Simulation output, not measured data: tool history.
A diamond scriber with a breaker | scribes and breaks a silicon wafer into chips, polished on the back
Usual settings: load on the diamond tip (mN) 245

run	hour	load on the diamond tip (mN)	wafers since the last listed run	hours since the diamond tip was replaced	hours since the load on the tip was calibrated	incoming depth of the damage left on the back of the incoming wafer, um	depth of the median crack under the scribed line (um)	chips rejected at inspection after the break (%)
1	0.0	286	0	928.7	549.7	0.02	12.21	1.80
2	8.4	286	11	937.1	558.1	0.01	12.00	1.98
3	23.5	218	20	952.2	573.2	0.01	10.62	6.40
4	33.0	218	12	961.7	582.7	0.01	10.34	7.30
5	40.1	245	9	968.8	589.8	0.03	11.56	4.56
6	61.3	245	28	990.0	611.0	0.04	11.68	4.66
7	74.0	245	17	1002.7	623.7	0.03	11.24	4.28
8	87.9	264	18	1016.6	637.6	0.04	11.75	2.87
9	99.4	245	15	1028.1	649.1	0.02	11.38	4.12
10	110.9	209	15	1039.6	660.6	0.04	10.08	8.08
11	118.4	217	10	1047.1	668.1	0.01	10.52	8.25
12	127.5	217	12	1056.2	677.2	0.03	10.21	7.25
13	141.9	245	19	1070.6	691.6	0.03	11.41	4.45
14	159.1	245	23	1087.8	708.8	0.03	11.39	5.20
15	165.2	245	8	1093.9	714.9	0.01	11.34	5.18
16	174.7	245	12	1103.4	724.4	0.03	11.28	4.52
17	188.8	245	19	1117.5	738.5	0.02	11.29	4.85
18	200.6	245	15	1129.3	750.3	0.04	10.98	5.18
# hour 213.3: diamond tip replaced by a new one
19	213.8	315	15	0.5	763.5	0.02	15.95	2.45
20	222.1	245	11	8.8	771.8	0.03	13.58	0.73
21	237.9	286	21	24.6	787.6	0.05	15.18	1.33
22	244.3	203	8	31.0	794.0	0.05	12.75	2.25
23	256.6	271	16	43.3	806.3	0.03	14.69	0.85
24	280.7	245	32	67.4	830.4	0.04	13.93	0.72
25	289.5	214	11	76.2	839.2	0.02	12.26	1.67
26	302.3	304	17	89.0	852.0	0.03	15.37	1.53
27	317.4	204	20	104.1	867.1	0.03	12.26	2.81
28	325.0	296	10	111.7	874.7	0.02	15.20	1.11
# hour 331.0: load on the tip recalibrated
29	334.1	210	9	120.8	3.1	0.02	12.21	2.08
30	340.1	177	8	126.8	9.1	0.03	10.98	5.30
31	358.1	313	24	144.8	27.1	0.03	15.21	1.32
32	371.4	217	18	158.1	40.4	0.02	12.02	2.66
33	382.6	286	15	169.3	51.6	0.01	14.33	0.69
34	400.4	178	24	187.1	69.4	0.04	10.97	6.68
35	407.5	299	9	194.2	76.5	0.05	14.14	0.85
36	424.8	187	23	211.5	93.8	0.04	11.04	5.40
37	438.9	282	19	225.6	107.9	0.05	14.12	0.74
38	451.1	211	16	237.8	120.1	0.01	11.87	2.99
39	463.9	265	17	250.6	132.9	0.03	13.15	0.93
40	480.5	270	22	267.2	149.5	0.03	13.26	0.76
41	497.8	185	23	284.5	166.8	0.04	11.08	6.18

5 ways to go on from here, each from the tool as it stands after run 41. What would each give?
A	498.5	245	0	285.2	167.5	0.04	?	?
B	498.5	205	0	285.2	167.5	0.04	?	?
C	498.5	226	0	285.2	167.5	0.04	?	?
D	498.5	303	0	285.2	167.5	0.04	?	?
E	498.5	307	0	285.2	167.5	0.04	?	?

run	depth of the median crack under the scribed line (um)	chips rejected at inspection after the break (%)
A	12.74	1.69
B	11.55	4.48
C	12.18	2.75
D	14.37	0.78
E	14.48	0.82
Without the tool's hidden state the same runs would have given:
run	depth of the median crack under the scribed line (um)	chips rejected at inspection after the break (%)
A	14.06	0.73
B	12.75	1.67
C	13.45	0.93
D	15.86	2.15
E	15.98	2.34
